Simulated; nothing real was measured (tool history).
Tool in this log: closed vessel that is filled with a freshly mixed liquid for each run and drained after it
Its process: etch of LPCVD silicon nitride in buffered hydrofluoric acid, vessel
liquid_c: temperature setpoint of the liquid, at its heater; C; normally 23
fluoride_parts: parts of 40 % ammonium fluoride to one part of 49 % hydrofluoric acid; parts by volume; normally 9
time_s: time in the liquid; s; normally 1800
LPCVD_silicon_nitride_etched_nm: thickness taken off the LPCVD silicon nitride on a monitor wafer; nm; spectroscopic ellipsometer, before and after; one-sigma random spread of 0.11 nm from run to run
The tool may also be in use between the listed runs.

run   hour  liquid_c  fluoride_parts  time_s  wafers since the last listed run  hours since the thermometer was replaced  hours since the hydrofluoric acid flow meter was replaced  hours since the gauge calibration  read-back film thickness of the LPCVD silicon nitride reference wafer, read on the same gauge (nm)  LPCVD_silicon_nitride_etched_nm
  1      0        23               9    1800                                 0                                    2272.7                                                      589.2                              209.5                                                                                               30.03                               30
  2    9.2        23               9    1800                               440                                    2281.9                                                      598.4                              218.7                                                                                               29.98                            29.92
  3     18        23               9    1800                               421                                    2290.7                                                      607.2                              227.5                                                                                               30.07                            29.93
  4     31        23               9    1800                               622                                    2303.7                                                      620.2                              240.5                                                                                               29.94                               30
      34.3  -- gauge calibrated
  5   52.4        23               9    1800                              1025                                    2325.1                                                      641.6                               18.1                                                                                                  30                            29.74
  6   67.9        23               9    1800                               742                                    2340.6                                                      657.1                               33.6                                                                                               30.07                            30.01
  7   77.9        23               9    1800                               479                                    2350.6                                                      667.1                               43.6                                                                                               29.96                             30.1
      83.3  -- thermometer replaced
  8   86.1        23               9    1800                               344                                       2.8                                                      675.3                               51.8                                                                                               30.03                            30.05
  9   96.3        23               9    1800                               488                                        13                                                      685.5                                 62                                                                                                  30                            29.83
 10  110.6        23               9    1800                               684                                      27.3                                                      699.8                               76.3                                                                                                  30                            30.17
 11  118.7        26               9    1300                               387                                      35.4                                                      707.9                               84.4                                                                                               29.94                             25.7
 12  133.4        23             7.5    2125                               704                                      50.1                                                      722.6                               99.1                                                                                               29.99                            43.21
 13  143.8        23             7.5    2125                               498                                      60.5                                                        733                              109.5                                                                                               29.93                            43.44
 14  154.9        20               9    1800                               531                                      71.6                                                      744.1                              120.6                                                                                               29.98                             25.6
 15  167.1      24.5               9    2515                               584                                      83.8                                                      756.3                              132.8                                                                                               30.02                            45.99
 16  181.3        23               9    1800                               680                                        98                                                      770.5                                147                                                                                                  30                            30.33
 17  193.6        23             6.5    1800                               589                                     110.3                                                      782.8                              159.3                                                                                               29.95                            41.78
 18  202.2        23               9    1800                               411                                     118.9                                                      791.4                              167.9                                                                                                  30                            30.14
 19  213.1        23             7.5     870                               522                                     129.8                                                      802.3                              178.8                                                                                                  30                               18
 20  223.2        23               9    1800                               483                                     139.9                                                      812.4                              188.9                                                                                               30.02                            30.54
 21  229.6        28            10.5    2655                               306                                     146.3                                                      818.8                              195.3                                                                                               30.01                            51.86
 22  247.4        21               9    1410                               852                                     164.1                                                      836.6                              213.1                                                                                               29.99                            21.46
     260.6  -- hydrofluoric acid flow meter replaced
 23  261.1      19.5              11    1800                               608                                     177.8                                                        0.5                              226.8                                                                                               29.98                            19.71
 24  267.6        21             6.5    1800                               311                                     184.3                                                          7                              233.3                                                                                               30.02                            35.45
 25  281.6        23               9    1800                               670                                     198.3                                                         21                              247.3                                                                                               29.98                            28.27
 26  289.3      25.5              10    1500                               368                                       206                                                       28.7                                255                                                                                               29.98                            25.24
       290  -- gauge calibrated
 27  304.6        23            10.5    1195                               732                                     221.3                                                         44                               14.6                                                                                               29.98                            16.77
 28  315.7        25               7    1800                               531                                     232.4                                                       55.1                               25.7                                                                                               29.98                            41.49
 29  326.9        23               9    1800                               536                                     243.6                                                       66.3                               36.9                                                                                               29.98                            28.28
 30  335.6      25.5               6    1800                               416                                     252.3                                                         75                               45.6                                                                                               30.04                            48.68
 31  350.4        23               7    1800                               708                                     267.1                                                       89.8                               60.4                                                                                               29.97                            37.49
 32  361.1        23               9    1800                               512                                     277.8                                                      100.5                               71.1                                                                                               30.03                            28.42
 33  377.6        19              11    2830                               790                                     294.3                                                        117                               87.6                                                                                               29.97                            30.45

How would selected steps in LPCVD_silicon_nitride_etched_nm from run to run divide? Give the signed amount a tool lacking its hidden state would still show from settings, what came in and random variation, and the signed amount left for the hidden state, including any gauge scatter that is not in both of the compared results.
Hidden state present: liquid hotter than its thermometer reads (K); hydrofluoric acid flow above the setpoint (%); gauge reads high (%).
Run 14 -> 15: liquid_c 20 -> 24.5, time_s 1800 -> 2515. LPCVD_silicon_nitride_etched_nm +20.39 nm: hidden state +1.46, all else +18.93.
Run 20 -> 21: liquid_c 23 -> 28, fluoride_parts 9 -> 10.5, time_s 1800 -> 2655. LPCVD_silicon_nitride_etched_nm +21.32 nm: hidden state +0.85, all else +20.47.
Run 21 -> 22: liquid_c 28 -> 21, fluoride_parts 10.5 -> 9, time_s 2655 -> 1410. LPCVD_silicon_nitride_etched_nm -30.4 nm: hidden state -1.48, all else -28.92.
Run 22 -> 23: liquid_c 21 -> 19.5, fluoride_parts 9 -> 11, time_s 1410 -> 1800, hydrofluoric acid flow meter replaced. LPCVD_silicon_nitride_etched_nm -1.75 nm: hidden state -1.62, all else -0.13.
Run 27 -> 28: liquid_c 23 -> 25, fluoride_parts 10.5 -> 7, time_s 1195 -> 1800. LPCVD_silicon_nitride_etched_nm +24.72 nm: hidden state +0.15, all else +24.57.

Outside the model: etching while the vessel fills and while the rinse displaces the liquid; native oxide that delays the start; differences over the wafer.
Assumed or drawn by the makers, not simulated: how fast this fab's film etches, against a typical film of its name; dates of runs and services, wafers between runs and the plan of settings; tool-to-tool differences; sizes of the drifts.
